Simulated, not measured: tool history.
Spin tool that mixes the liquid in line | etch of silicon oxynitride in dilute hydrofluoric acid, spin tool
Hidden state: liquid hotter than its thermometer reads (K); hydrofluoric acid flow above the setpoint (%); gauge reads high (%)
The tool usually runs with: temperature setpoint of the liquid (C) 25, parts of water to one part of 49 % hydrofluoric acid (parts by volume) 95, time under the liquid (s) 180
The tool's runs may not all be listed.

| run | day | temperature setpoint of the liquid (C) | parts of water to one part of 49 % hydrofluoric acid (parts by volume) | time under the liquid (s) | wafers since the last listed run | hours since the thermometer was replaced | hours since the hydrofluoric acid flow meter was replaced | hours since the gauge calibration | read-back film thickness of the silicon oxynitride reference wafer, read on the same gauge (nm) | thickness taken off the silicon oxynitride on a monitor wafer (Å) |
|---|---|---|---|---|---|---|---|---|---|---|
| 1 | 0 | 25 | 95 | 180 | 0 | 2029.5 | 1826.4 | 1239.4 | 150 | 73.6 |
| 2 | 1.117 | 25 | 95 | 180 | 264 | 2056.3 | 1853.2 | 1266.2 | 150.02 | 72.8 |
| 3 | 2.221 | 23.5 | 95 | 180 | 261 | 2082.8 | 1879.7 | 1292.7 | 150.03 | 68.3 |
| 4 | 3.088 | 25 | 95 | 180 | 205 | 2103.6 | 1900.5 | 1313.5 | 150 | 72.2 |
| 5 | 3.954 | 25 | 95 | 180 | 205 | 2124.4 | 1921.3 | 1334.3 | 149.99 | 72.6 |
| 6 | 4.579 | 25 | 95 | 180 | 147 | 2139.4 | 1936.3 | 1349.3 | 149.98 | 72 |
| 7 | 5.171 | 25 | 95 | 180 | 140 | 2153.6 | 1950.5 | 1363.5 | 149.97 | 73.5 |
| 8 | 8.204 | 25 | 95 | 180 | 718 | 2226.4 | 2023.3 | 1436.3 | 150 | 72.1 |
|  | 8.375 | gauge calibrated |
| 9 | 9.362 | 28 | 95 | 180 | 274 | 2254.2 | 2051.1 | 23.7 | 150.02 | 83.8 |
| 10 | 10.112 | 29 | 65 | 250 | 177 | 2272.2 | 2069.1 | 41.7 | 150.01 | 182.6 |
| 11 | 11.283 | 20 | 95 | 115 | 277 | 2300.3 | 2097.2 | 69.8 | 149.99 | 37.4 |
| 12 | 12.696 | 27.5 | 110 | 80 | 334 | 2334.2 | 2131.1 | 103.7 | 149.99 | 30.9 |
| 13 | 13.546 | 25 | 145 | 75 | 201 | 2354.6 | 2151.5 | 124.1 | 150.02 | 19.5 |
| 14 | 14.846 | 27.5 | 45 | 245 | 307 | 2385.8 | 2182.7 | 155.3 | 150 | 253.5 |
| 15 | 16.275 | 25 | 95 | 180 | 338 | 2420.1 | 2217 | 189.6 | 150.01 | 74.3 |
| 16 | 16.917 | 27 | 60 | 270 | 151 | 2435.5 | 2232.4 | 205 | 149.99 | 199.9 |
| 17 | 18.417 | 26.5 | 95 | 75 | 355 | 2471.5 | 2268.4 | 241 | 149.98 | 33 |
| 18 | 19.417 | 25 | 95 | 180 | 236 | 2495.5 | 2292.4 | 265 | 149.99 | 73.3 |
|  | 20.3 | hydrofluoric acid flow meter replaced |
| 19 | 20.888 | 25 | 95 | 180 | 338 | 2530.8 | 14.1 | 300.3 | 149.99 | 75 |
| 20 | 23.821 | 25 | 55 | 230 | 694 | 2601.2 | 84.5 | 370.7 | 150 | 170.9 |
| 21 | 24.333 | 30 | 110 | 180 | 121 | 2613.5 | 96.8 | 383 | 150 | 80.1 |
| 22 | 25.75 | 21 | 120 | 130 | 335 | 2647.5 | 130.8 | 417 | 149.99 | 35 |
|  | 26.783 | thermometer replaced |
| 23 | 27.121 | 21.5 | 70 | 105 | 314 | 8.1 | 163.7 | 449.9 | 149.99 | 46.1 |
| 24 | 27.846 | 30 | 110 | 85 | 171 | 25.5 | 181.1 | 467.3 | 149.98 | 34.1 |
| 25 | 29.104 | 28.5 | 95 | 180 | 297 | 55.7 | 211.3 | 497.5 | 150.01 | 78.9 |
| 26 | 30.804 | 20 | 55 | 280 | 402 | 96.5 | 252.1 | 538.3 | 150.02 | 147.1 |
| 27 | 32.121 | 27.5 | 95 | 180 | 311 | 128.1 | 283.7 | 569.9 | 150.01 | 75.9 |
| 28 | 32.867 | 23.5 | 120 | 255 | 176 | 146 | 301.6 | 587.8 | 150.02 | 69.8 |
| 29 | 33.521 | 26.5 | 95 | 75 | 154 | 161.7 | 317.3 | 603.5 | 149.99 | 30.3 |
| 30 | 34.967 | 25 | 60 | 180 | 342 | 196.4 | 352 | 638.2 | 150.02 | 111.1 |
| 31 | 35.958 | 21 | 95 | 230 | 234 | 220.2 | 375.8 | 662 | 150 | 72.5 |
| 32 | 36.571 | 25 | 95 | 180 | 144 | 234.9 | 390.5 | 676.7 | 149.99 | 68.2 |
| 33 | 37.079 | 27.5 | 115 | 150 | 120 | 247.1 | 402.7 | 688.9 | 149.98 | 51.5 |
| 34 | 38.254 | 27 | 95 | 285 | 278 | 275.3 | 430.9 | 717.1 | 150 | 120.2 |

Alternative continuations, all from the tool just after run 34; predict every row:
| A | 38.275 | 25 | 95 | 80 | 4 | 275.8 | 431.4 | 717.6 | ? | ? |
| B | 38.275 | 29.5 | 95 | 180 | 4 | 275.8 | 431.4 | 717.6 | ? | ? |
| C | 38.275 | 29.5 | 95 | 80 | 4 | 275.8 | 431.4 | 717.6 | ? | ? |

| run | read-back film thickness of the silicon oxynitride reference wafer, read on the same gauge (nm) | thickness taken off the silicon oxynitride on a monitor wafer (Å) |
|---|---|---|
| A | 149.99 | 30.5 |
| B | 149.99 | 84.4 |
| C | 149.99 | 37.5 |
What these runs would have given with no unlogged condition in the tool:
| run | thickness taken off the silicon oxynitride on a monitor wafer (Å) |
|---|---|
| A | 29.6 |
| B | 81.9 |
| C | 36.4 |
